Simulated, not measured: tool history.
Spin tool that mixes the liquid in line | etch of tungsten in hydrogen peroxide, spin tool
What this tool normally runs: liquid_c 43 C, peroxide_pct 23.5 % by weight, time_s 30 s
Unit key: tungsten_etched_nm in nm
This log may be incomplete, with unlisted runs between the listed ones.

run    hour  liquid_c  peroxide_pct  time_s  wafers since the last listed run  hours since the thermometer was replaced  hours since the peroxide flow meter was replaced  hours since the heated supply line was repaired  hours since the drum of peroxide was connected  hours since the gauge calibration  read-back film thickness of the tungsten reference wafer, read on the same gauge (nm)  tungsten_etched_nm
  1       0        43          23.5      30                                 0                                    1834.7                                               822                                           2539.8                                           811.5                             2729.5                                                                                  99.99               14.73
  2    35.3        43          23.5      30                               362                                      1870                                             857.3                                           2575.1                                           846.8                             2764.8                                                                                  99.99               14.62
       75.3  -- peroxide flow meter replaced
  3    77.7        49          23.5      30                               424                                    1912.4                                               2.4                                           2617.5                                           889.2                             2807.2                                                                                    100               22.22
  4   138.2        43          23.5      30                               620                                    1972.9                                              62.9                                             2678                                           949.7                             2867.7                                                                                  99.98               15.04
      158.8  -- gauge calibrated
  5   204.1        43            30      15                               676                                    2038.8                                             128.8                                           2743.9                                          1015.6                               45.3                                                                                 100.03                8.44
  6   256.4        43          23.5      30                               536                                    2091.1                                             181.1                                           2796.2                                          1067.9                               97.6                                                                                 100.02                14.8
      267.5  -- heated supply line repaired
  7   317.4        46          28.5      15                               615                                    2152.1                                             242.1                                             49.9                                          1128.9                              158.6                                                                                  99.99               10.82
  8   346.3        47          23.5      15                               296                                      2181                                               271                                             78.8                                          1157.8                              187.5                                                                                  99.94               10.36
  9   386.6        43            18      30                               413                                    2221.3                                             311.3                                            119.1                                          1198.1                              227.8                                                                                  99.99               14.12
 10   453.5        43          23.5      30                               686                                    2288.2                                             378.2                                              186                                            1265                              294.7                                                                                    100               16.09
 11   500.4      33.5          27.5      20                               481                                    2335.1                                             425.1                                            232.9                                          1311.9                              341.6                                                                                    100                6.21
 12   526.7        43          25.5      30                               269                                    2361.4                                             451.4                                            259.2                                          1338.2                              367.9                                                                                 100.03               16.66
      533.6  -- new drum of peroxide connected
 13   592.6        43          23.5      40                               665                                    2427.3                                             517.3                                            325.1                                              59                              433.8                                                                                  99.98               21.18
 14   631.1        43            19      40                               395                                    2465.8                                             555.8                                            363.6                                            97.5                              472.3                                                                                  99.99               19.12
 15   657.2      33.5          27.5      20                               267                                    2491.9                                             581.9                                            389.7                                           123.6                              498.4                                                                                 100.01                6.09
 16   720.4        43          18.5      20                               648                                    2555.1                                             645.1                                            452.9                                           186.8                              561.6                                                                                    100                9.35
      832.5  -- thermometer replaced
 17   930.1        38          23.5      30                              2141                                      97.6                                             854.8                                            662.6                                           396.5                              771.3                                                                                 100.01               11.32
 18   988.9      51.5            30      30                               603                                     156.4                                             913.6                                            721.4                                           455.3                              830.1                                                                                 100.03               30.11
 19  1015.3        43          25.5      25                               270                                     182.8                                               940                                            747.8                                           481.7                              856.5                                                                                 100.06               13.43
     1034.8  -- peroxide flow meter replaced
 20  1055.7        43          23.5      30                               404                                     223.2                                              20.9                                            788.2                                           522.1                              896.9                                                                                    100               15.93
 21  1208.5      48.5          19.5      30                              1567                                       376                                             173.7                                              941                                           674.9                             1049.7                                                                                  99.99                20.4
 22  1244.4      37.5          23.5      15                               368                                     411.9                                             209.6                                            976.9                                           710.8                             1085.6                                                                                  99.97                5.54
 23  1274.2        40            26      45                               305                                     441.7                                             239.4                                           1006.7                                           740.6                             1115.4                                                                                 100.03               20.49
 24  1323.8        36            20      40                               508                                     491.3                                               289                                           1056.3                                           790.2                               1165                                                                                    100               12.28
 25  1351.8      48.5            27      20                               287                                     519.3                                               317                                           1084.3                                           818.2                               1193                                                                                 100.03               15.72
 26  1394.8        36          23.5      20                               441                                     562.3                                               360                                           1127.3                                           861.2                               1236                                                                                 100.01                 6.6
 27  1438.5        36          23.5      20                               448                                       606                                             403.7                                             1171                                           904.9                             1279.7                                                                                  99.96                6.58

Branching from run 27: 3 alternative next runs. What would each branch give?
  A  1438.9      51.5          23.5      30                                 4                                     606.4                                             404.1                                           1171.4                                           905.3                             1280.1                                                                                      ?                   ?
  B  1438.9        38          23.5      25                                 4                                     606.4                                             404.1                                           1171.4                                           905.3                             1280.1                                                                                      ?                   ?
  C  1438.9        36          27.5      20                                 4                                     606.4                                             404.1                                           1171.4                                           905.3                             1280.1                                                                                      ?                   ?

run  read-back film thickness of the tungsten reference wafer, read on the same gauge (nm)  tungsten_etched_nm
  A                                                                                 100.02               26.52
  B                                                                                 100.02                9.39
  C                                                                                 100.02                7.12
Without the tool's unlogged condition, the same runs would have read:
run  tungsten_etched_nm
  A               27.81
  B                9.88
  C                7.48
